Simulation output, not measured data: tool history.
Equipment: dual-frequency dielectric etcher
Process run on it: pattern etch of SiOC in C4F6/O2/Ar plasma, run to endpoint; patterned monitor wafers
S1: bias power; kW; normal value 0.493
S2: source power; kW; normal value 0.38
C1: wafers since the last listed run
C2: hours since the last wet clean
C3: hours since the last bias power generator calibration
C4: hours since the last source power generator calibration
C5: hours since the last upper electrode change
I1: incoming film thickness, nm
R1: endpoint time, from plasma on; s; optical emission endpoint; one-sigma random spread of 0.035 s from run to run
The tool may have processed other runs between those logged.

run 1 hour=0 | S1=0.493 S2=0.38 | C1=0 C2=176.4 C3=3222.8 C4=2695.6 C5=4697.9 | I1=29.78 | R1=9.8
run 2 hour=38.8 | S1=0.493 S2=0.41 | C1=618 C2=215.2 C3=3261.6 C4=2734.4 C5=4736.7 | I1=29.79 | R1=9.5
run 3 hour=71.6 | S1=0.493 S2=0.41 | C1=522 C2=248 C3=3294.4 C4=2767.2 C5=4769.5 | I1=29.68 | R1=9.4
run 4 hour=84.9 | S1=0.493 S2=0.38 | C1=211 C2=261.3 C3=3307.7 C4=2780.5 C5=4782.8 | I1=29.92 | R1=9.8
run 5 hour=106 | S1=0.493 S2=0.38 | C1=336 C2=282.4 C3=3328.8 C4=2801.6 C5=4803.9 | I1=30.25 | R1=9.8
run 6 hour=135.1 | S1=0.493 S2=0.38 | C1=463 C2=311.5 C3=3357.9 C4=2830.7 C5=4833 | I1=30.13 | R1=9.7
run 7 hour=159.2 | S1=0.493 S2=0.35 | C1=384 C2=335.6 C3=3382 C4=2854.8 C5=4857.1 | I1=30 | R1=9.9
run 8 hour=174.7 | S1=0.493 S2=0.35 | C1=246 C2=351.1 C3=3397.5 C4=2870.3 C5=4872.6 | I1=29.93 | R1=9.8
run 9 hour=187.6 | S1=0.493 S2=0.38 | C1=205 C2=364 C3=3410.4 C4=2883.2 C5=4885.5 | I1=29.78 | R1=9.5
-- hour=231.9 wet clean of the chamber
run 10 hour=232.4 | S1=0.493 S2=0.38 | C1=331 C2=0.5 C3=3455.2 C4=2928 C5=4930.3 | I1=29.82 | R1=10
run 11 hour=241.9 | S1=0.493 S2=0.38 | C1=151 C2=10 C3=3464.7 C4=2937.5 C5=4939.8 | I1=29.82 | R1=10
run 12 hour=277.4 | S1=0.493 S2=0.38 | C1=565 C2=45.5 C3=3500.2 C4=2973 C5=4975.3 | I1=29.96 | R1=10
-- hour=287 source power generator calibrated
run 13 hour=294 | S1=0.493 S2=0.38 | C1=200 C2=62.1 C3=3516.8 C4=7 C5=4991.9 | I1=29.78 | R1=9.9
run 14 hour=319.5 | S1=0.493 S2=0.38 | C1=406 C2=87.6 C3=3542.3 C4=32.5 C5=5017.4 | I1=29.8 | R1=9.9
run 15 hour=333.2 | S1=0.435 S2=0.38 | C1=218 C2=101.3 C3=3556 C4=46.2 C5=5031.1 | I1=29.6 | R1=10.3
run 16 hour=346.4 | S1=0.456 S2=0.44 | C1=210 C2=114.5 C3=3569.2 C4=59.4 C5=5044.3 | I1=29.8 | R1=9.7
run 17 hour=418 | S1=0.433 S2=0.38 | C1=1140 C2=186.1 C3=3640.8 C4=131 C5=5115.9 | I1=29.75 | R1=10.2
run 18 hour=447.5 | S1=0.605 S2=0.33 | C1=470 C2=215.6 C3=3670.3 C4=160.5 C5=5145.4 | I1=30.01 | R1=9.5
run 19 hour=476.1 | S1=0.493 S2=0.31 | C1=455 C2=244.2 C3=3698.9 C4=189.1 C5=5174 | I1=29.91 | R1=10.2
-- hour=520.2 upper electrode replaced, of another model than before
run 20 hour=520.7 | S1=0.493 S2=0.45 | C1=328 C2=288.8 C3=3743.5 C4=233.7 C5=0.5 | I1=29.75 | R1=9.4
run 21 hour=525.7 | S1=0.546 S2=0.45 | C1=79 C2=293.8 C3=3748.5 C4=238.7 C5=5.5 | I1=29.99 | R1=9.2
-- hour=558.2 wet clean of the chamber
run 22 hour=560.9 | S1=0.493 S2=0.38 | C1=178 C2=2.7 C3=3783.7 C4=273.9 C5=40.7 | I1=29.97 | R1=10.1
-- hour=576.8 bias power generator calibrated
run 23 hour=577.3 | S1=0.493 S2=0.38 | C1=197 C2=19.1 C3=0.5 C4=290.3 C5=57.1 | I1=29.54 | R1=9.9
run 24 hour=586.7 | S1=0.593 S2=0.44 | C1=149 C2=28.5 C3=9.9 C4=299.7 C5=66.5 | I1=29.92 | R1=9.4
run 25 hour=605.9 | S1=0.37 S2=0.42 | C1=305 C2=47.7 C3=29.1 C4=318.9 C5=85.7 | I1=30.11 | R1=10.6
run 26 hour=626.2 | S1=0.493 S2=0.43 | C1=323 C2=68 C3=49.4 C4=339.2 C5=106 | I1=29.53 | R1=9.7
run 27 hour=660.9 | S1=0.428 S2=0.32 | C1=552 C2=102.7 C3=84.1 C4=373.9 C5=140.7 | I1=29.9 | R1=10.6
run 28 hour=687.5 | S1=0.614 S2=0.41 | C1=423 C2=129.3 C3=110.7 C4=400.5 C5=167.3 | I1=30.16 | R1=9.4
run 29 hour=713.7 | S1=0.493 S2=0.38 | C1=417 C2=155.5 C3=136.9 C4=426.7 C5=193.5 | I1=29.97 | R1=10
run 30 hour=745.6 | S1=0.493 S2=0.34 | C1=508 C2=187.4 C3=168.8 C4=458.6 C5=225.4 | I1=29.93 | R1=10

Consider 5 possible next runs. They are alternatives, not a sequence: every one starts from the tool as it was left by run 30. What does each give?
run A hour=746 | S1=0.579 S2=0.38 | C1=6 C2=187.8 C3=169.2 C4=459 C5=225.8 | I1=29.86 | R1=?
run B hour=746 | S1=0.606 S2=0.43 | C1=6 C2=187.8 C3=169.2 C4=459 C5=225.8 | I1=29.86 | R1=?
run C hour=746 | S1=0.581 S2=0.35 | C1=6 C2=187.8 C3=169.2 C4=459 C5=225.8 | I1=29.86 | R1=?
run D hour=746 | S1=0.429 S2=0.45 | C1=6 C2=187.8 C3=169.2 C4=459 C5=225.8 | I1=29.86 | R1=?
run E hour=746 | S1=0.585 S2=0.34 | C1=6 C2=187.8 C3=169.2 C4=459 C5=225.8 | I1=29.86 | R1=?

run=A R1=9.5
run=B R1=9.2
run=C R1=9.6
run=D R1=9.9
run=E R1=9.6
What these runs would have given with no unlogged condition in the tool:
run=A R1=9.7
run=B R1=9.4
run=C R1=9.8
run=D R1=10.1
run=E R1=9.8
